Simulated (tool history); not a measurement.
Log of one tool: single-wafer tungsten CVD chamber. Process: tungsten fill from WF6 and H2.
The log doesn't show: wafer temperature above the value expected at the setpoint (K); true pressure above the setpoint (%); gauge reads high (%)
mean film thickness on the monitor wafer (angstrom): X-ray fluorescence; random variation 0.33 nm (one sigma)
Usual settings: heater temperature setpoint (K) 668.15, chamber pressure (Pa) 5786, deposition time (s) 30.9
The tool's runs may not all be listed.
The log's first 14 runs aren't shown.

run,hour,heater temperature setpoint (K),chamber pressure (Pa),deposition time (s),wafers since the last listed run,hours since the last thermocouple change,hours since the last manometer calibration,hours since the showerhead was replaced,hours since the gauge calibration,"read-back reference wafer on the same gauge, thickness_nm",mean film thickness on the monitor wafer (angstrom)
15,172.7,661.15,4360,27.6,201,1334.7,121.8,63.9,13.1,111.799,633.50
16,183.8,668.15,5786,30.9,315,1345.8,132.9,75.0,24.2,111.790,924.47
17,191.3,668.15,5786,30.9,213,1353.3,140.4,82.5,31.7,111.679,920.21
# hour 213.4: thermocouple changed; heater temperature recalibrated
18,213.9,672.15,6773,30.9,415,0.5,163.0,105.1,54.3,111.644,1257.36
19,218.4,668.15,5786,34.6,127,5.0,167.5,109.6,58.8,111.701,1229.21
20,235.2,663.15,5786,30.9,477,21.8,184.3,126.4,75.6,111.650,983.29
21,253.1,657.15,4706,34.5,509,39.7,202.2,144.3,93.5,111.735,889.92
22,262.2,674.15,5786,29.1,258,48.8,211.3,153.4,102.6,111.685,1154.63
23,277.7,668.15,5786,28.5,440,64.3,226.8,168.9,118.1,111.561,1003.78
24,290.2,668.15,5026,34.8,355,76.8,239.3,181.4,130.6,111.812,1155.37
25,305.8,661.15,5786,36.9,443,92.4,254.9,197.0,146.2,111.567,1115.19
26,314.7,657.15,5786,27.8,253,101.3,263.8,205.9,155.1,111.720,769.85
# hour 330.9: thermocouple changed; heater temperature recalibrated, repeated, since the last time left the tool worse
27,331.4,668.15,6813,30.9,247,0.5,280.5,222.6,171.8,111.753,1035.99
28,336.1,663.15,5786,37.0,133,5.2,285.2,227.3,176.5,111.639,1055.42
29,348.6,668.15,6546,30.9,355,17.7,297.7,239.8,189.0,111.663,1020.06
30,361.3,668.15,5786,30.9,361,30.4,310.4,252.5,201.7,111.702,975.95
31,375.9,683.15,6839,27.6,415,45.0,325.0,267.1,216.3,111.620,1254.88
32,390.4,668.15,5786,30.9,412,59.5,339.5,281.6,230.8,111.710,977.92
33,401.9,664.15,7106,33.9,327,71.0,351.0,293.1,242.3,111.835,1051.71
34,415.5,668.15,5786,26.9,386,84.6,364.6,306.7,255.9,111.592,841.51
35,427.5,668.15,5786,30.9,341,96.6,376.6,318.7,267.9,111.674,974.77

3 ways to go on from here, each from the tool as it stands after run 35. What would each give?
A,427.9,668.15,5786,30.9,11,97.0,377.0,319.1,268.3,?,?
B,427.9,676.15,5786,28.4,11,97.0,377.0,319.1,268.3,?,?
C,427.9,668.15,5786,32.6,11,97.0,377.0,319.1,268.3,?,?

run,"read-back reference wafer on the same gauge, thickness_nm",mean film thickness on the monitor wafer (angstrom)
A,111.747,964.27
B,111.747,1047.44
C,111.747,1017.53
Without the tool's hidden state the same runs would have given:
run,mean film thickness on the monitor wafer (angstrom)
A,978.72
B,1062.16
C,1032.78

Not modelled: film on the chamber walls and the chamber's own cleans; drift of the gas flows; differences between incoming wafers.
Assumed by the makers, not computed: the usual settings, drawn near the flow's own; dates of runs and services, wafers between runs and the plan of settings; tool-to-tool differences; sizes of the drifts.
